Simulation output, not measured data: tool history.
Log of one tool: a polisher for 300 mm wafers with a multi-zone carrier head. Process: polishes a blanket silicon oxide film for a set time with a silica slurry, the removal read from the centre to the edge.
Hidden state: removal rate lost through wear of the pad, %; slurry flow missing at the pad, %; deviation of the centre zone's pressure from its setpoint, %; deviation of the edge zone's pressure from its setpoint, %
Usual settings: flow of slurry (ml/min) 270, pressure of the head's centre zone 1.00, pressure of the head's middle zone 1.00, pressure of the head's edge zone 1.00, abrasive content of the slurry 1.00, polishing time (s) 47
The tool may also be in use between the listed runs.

| run | hour | flow of slurry (ml/min) | pressure of the head's centre zone | pressure of the head's middle zone | pressure of the head's edge zone | abrasive content of the slurry | polishing time (s) | wafers since the last listed run | wafers polished on this pad | hours since the slurry nozzle was cleaned | hours since the centre zone pressure was calibrated | hours since the edge zone pressure was calibrated | hours since the carrier head's membrane was replaced | incoming thickness of the incoming film, nm | film removed at the wafer's centre (nm) | film removed at mid-radius (nm) | film removed at the wafer's edge (nm) |
|---|---|---|---|---|---|---|---|---|---|---|---|---|---|---|---|---|---|
| 1 | 0.0 | 270 | 1.00 | 1.00 | 1.00 | 1.00 | 38 | 0 | 464 | 239.6 | 1276.6 | 340.2 | 1250.8 | 1577.5 | 109.7 | 111.2 | 111.0 |
| 2 | 23.9 | 270 | 1.00 | 1.00 | 1.00 | 1.00 | 38 | 268 | 732 | 263.5 | 1300.5 | 364.1 | 1274.7 | 1569.2 | 108.9 | 110.1 | 110.8 |
| 3 | 49.3 | 270 | 1.00 | 1.00 | 1.00 | 1.00 | 38 | 285 | 1017 | 288.9 | 1325.9 | 389.5 | 1300.1 | 1573.2 | 109.4 | 110.7 | 110.8 |
|  | 67.4 | worn pad replaced by a new one |
| 4 | 70.6 | 270 | 1.00 | 1.00 | 0.96 | 1.00 | 47 | 194 | 35 | 310.2 | 1347.2 | 410.8 | 1321.4 | 1547.5 | 140.2 | 143.9 | 140.2 |
| 5 | 101.2 | 270 | 1.00 | 1.00 | 1.00 | 1.00 | 47 | 343 | 379 | 340.8 | 1377.8 | 441.4 | 1352.0 | 1566.8 | 134.3 | 137.8 | 140.8 |
| 6 | 116.1 | 270 | 1.00 | 1.00 | 1.00 | 1.00 | 47 | 167 | 546 | 355.7 | 1392.7 | 456.3 | 1366.9 | 1571.1 | 135.5 | 135.8 | 135.5 |
| 7 | 144.9 | 270 | 0.95 | 1.00 | 1.00 | 1.00 | 47 | 323 | 870 | 384.5 | 1421.5 | 485.1 | 1395.7 | 1597.4 | 125.1 | 134.0 | 135.3 |
|  | 165.0 | edge zone pressure recalibrated |
|  | 167.5 | worn pad replaced by a new one |
| 8 | 171.8 | 270 | 0.95 | 1.00 | 1.00 | 1.00 | 47 | 251 | 48 | 411.4 | 1448.4 | 6.8 | 1422.6 | 1584.6 | 117.8 | 125.2 | 125.2 |
| 9 | 193.9 | 270 | 0.95 | 1.00 | 1.00 | 1.00 | 47 | 248 | 296 | 433.5 | 1470.5 | 28.9 | 1444.7 | 1589.4 | 112.9 | 120.3 | 122.9 |
|  | 228.0 | worn pad replaced by a new one, repeated, since the last time left the tool worse |
| 10 | 228.7 | 270 | 1.00 | 1.00 | 1.00 | 1.00 | 47 | 345 | 8 | 468.3 | 1505.3 | 63.7 | 1479.5 | 1569.8 | 142.3 | 143.2 | 146.2 |
| 11 | 249.8 | 270 | 1.00 | 1.00 | 0.96 | 1.00 | 47 | 236 | 245 | 489.4 | 1526.4 | 84.8 | 1500.6 | 1564.4 | 138.3 | 137.9 | 138.9 |
| 12 | 282.9 | 180 | 1.00 | 1.00 | 1.00 | 1.00 | 31 | 371 | 616 | 522.5 | 1559.5 | 117.9 | 1533.7 | 1583.6 | 85.3 | 87.0 | 87.0 |
|  | 300.1 | centre zone pressure recalibrated |
|  | 309.0 | slurry nozzle cleaned |
| 13 | 313.5 | 270 | 1.00 | 1.00 | 1.05 | 1.00 | 47 | 309 | 926 | 4.5 | 13.4 | 148.5 | 1564.3 | 1602.2 | 133.2 | 134.4 | 137.5 |
|  | 327.8 | worn pad replaced by a new one |
|  | 328.2 | carrier head's membrane replaced by a new one |
| 14 | 337.3 | 210 | 1.00 | 1.00 | 1.00 | 1.00 | 47 | 217 | 101 | 28.3 | 37.2 | 172.3 | 9.1 | 1592.9 | 135.9 | 137.8 | 143.4 |
| 15 | 372.4 | 270 | 1.00 | 1.03 | 1.00 | 1.15 | 47 | 394 | 496 | 63.4 | 72.3 | 207.4 | 44.2 | 1589.2 | 144.0 | 151.2 | 145.6 |
| 16 | 396.7 | 270 | 1.00 | 1.00 | 0.89 | 1.00 | 47 | 272 | 768 | 87.7 | 96.6 | 231.7 | 68.5 | 1574.2 | 135.0 | 136.6 | 130.3 |
|  | 432.5 | worn pad replaced by a new one |
| 17 | 433.0 | 270 | 0.90 | 1.00 | 1.00 | 1.00 | 47 | 362 | 5 | 124.0 | 132.9 | 268.0 | 104.8 | 1555.8 | 128.4 | 142.0 | 144.4 |
| 18 | 466.0 | 270 | 0.88 | 1.00 | 1.00 | 1.00 | 47 | 370 | 376 | 157.0 | 165.9 | 301.0 | 137.8 | 1578.1 | 119.0 | 136.4 | 136.2 |

Hidden state or all else? Some run-to-run changes of film removed at the wafer's centre (nm), split into what the settings, what came in and random variation would give without the hidden state, and what is left for the hidden state (with any gauge scatter that isn't in both results):
Run 9 -> 10: pressure of the head's centre zone 0.95 -> 1.00, worn pad replaced by a new one, repeated, since the last time left the tool worse. film removed at the wafer's centre (nm) +29.4: hidden state +21.3, all else +8.1.
Run 11 -> 12: flow of slurry (ml/min) 270 -> 180, pressure of the head's edge zone 0.96 -> 1.00, polishing time (s) 47 -> 31. film removed at the wafer's centre (nm) -53.0: hidden state -0.3, all else -52.7.
